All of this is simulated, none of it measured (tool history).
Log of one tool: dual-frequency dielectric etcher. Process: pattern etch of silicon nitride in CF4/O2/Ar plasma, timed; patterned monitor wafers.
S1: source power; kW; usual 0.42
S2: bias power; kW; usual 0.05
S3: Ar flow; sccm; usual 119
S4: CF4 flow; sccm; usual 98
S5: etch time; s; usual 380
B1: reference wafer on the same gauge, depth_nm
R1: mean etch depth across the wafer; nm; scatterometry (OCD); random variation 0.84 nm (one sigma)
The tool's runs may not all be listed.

run   hour    S1     S2   S3   S4     S5     B1     R1
  1      0  0.42   0.05  132  110    380  545.8  569.8
       8.8  -- gauge calibrated
  2   47.5  0.42   0.05  119   98    380    546  571.6
      52.4  -- source power generator calibrated
  3   62.5  0.42   0.05  119   98    380  546.3  571.5
  4     69  0.42   0.05  119   98    380  546.1  571.2
  5     77  0.42   0.05  119   98    380    546  572.1
  6   84.5  0.42   0.05  119   98    380  546.1  571.3
      98.7  -- CF4 flow controller replaced
       104  -- Ar flow controller replaced
  7  104.5  0.42   0.05  119   98    380  546.1  572.5
     128.7  -- upper electrode replaced
  8  129.2  0.42   0.05  119   98    380    546  571.6
  9  129.6  0.42   0.05  119   98  294.5  546.2  444.1
 10  140.6  0.42  0.042  119   98  332.5  545.9  465.3
 11  147.4  0.42   0.05  119   79    300  545.8  440.1
 12    158  0.34   0.05  106  108    286  546.1    394
     173.7  -- bias power generator calibrated
     177.1  -- gauge calibrated
     193.9  -- wet clean of the chamber
 13  194.4  0.42   0.05  119   98    380    546    562
 14  194.9  0.33   0.05  100  117    438  545.7  591.2
 15  201.9  0.42   0.05  119   98    380  545.6  562.6
 16  211.5  0.42   0.05  119   98    380  546.1  561.9
 17  225.3  0.42   0.05  119  118    380  545.9  575.5
 18  236.6  0.42   0.05  119   98    380  545.9  564.2
 19  246.6  0.34  0.061   98  118    380  546.1  571.2
 20    260  0.42   0.05  119   98    380  546.1  563.3
 21  275.4  0.38   0.06  119   87    481  546.1  723.5

4 ways to go on from here, each from the tool as it stands after run 21. What would each give?
  A  275.9  0.42   0.05  142  98    380   ?   ?
  B  275.9  0.42  0.057  144  87    412   ?   ?
  C  275.9  0.42  0.055  119  98    380   ?   ?
  D  275.9  0.42   0.05  100  98  318.5   ?   ?

run     B1     R1
  A  545.8  552.1
  B  545.8  624.4
  C  545.8  589.5
  D  545.8  484.6
Without the tool's hidden state the same runs would have given:
run     R1
  A  549.6
  B  621.6
  C  586.8
  D  482.4
